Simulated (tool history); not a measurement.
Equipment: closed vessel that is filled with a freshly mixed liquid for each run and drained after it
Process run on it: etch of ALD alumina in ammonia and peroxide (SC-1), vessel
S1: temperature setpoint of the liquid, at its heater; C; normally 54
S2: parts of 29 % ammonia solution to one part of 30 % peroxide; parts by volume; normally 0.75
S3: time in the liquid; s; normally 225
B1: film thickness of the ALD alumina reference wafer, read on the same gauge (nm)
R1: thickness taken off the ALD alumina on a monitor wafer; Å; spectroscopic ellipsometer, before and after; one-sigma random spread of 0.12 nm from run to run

run    hour    S1    S2   S3      B1     R1
  1       0    54  0.75  225  119.99  139.6
  2    63.3    54  0.75  225  119.99  140.5
  3   127.4    54  0.75  175  119.98  108.9
  4   209.2    54  0.75  175  119.97    110
  5   255.6    54  0.75  175  120.03  108.4
  6   339.2    52  0.75  200  120.01  112.8
  7   420.2    52  0.75  200     120  112.3
  8   498.4    52  0.75  200  119.99  113.9
      578.3  -- gauge calibrated
  9   591.4    54  0.75  225  120.02    142
        614  -- thermometer replaced
 10   637.9    51  0.45  110  120.03   52.9
 11   744.5    54  0.75  225     120  135.3
      773.9  -- ammonia flow meter replaced
 12   847.7    46  1.15  315  119.97  129.1
 13   894.8    60  0.95  175     120  147.8
      917.5  -- new drum of ammonia solution connected
 14     977    54  0.75  225  120.02  138.2
 15  1060.7    52  0.75  200     120  109.8
 16    1105    57  0.75  225     120    164
 17  1150.9  63.5  0.55  225  120.01  216.4
 18  1223.4  48.5  0.45  325  119.98  143.7
 19  1298.8  56.5  0.65  110  119.99     78
 20  1369.2  45.5  0.75  225     120   89.4
 21  1427.6    54  0.55   90  119.99   55.1

What will run 22 give?
 22  1527.9  54  0.75  225   ?   ?

Logged for run 22: B1 119.98, R1 142.9 Å.
Take away the tool's hidden state, keep the run-to-run variation as it was, and the same run would have given R1 133.3 Å.
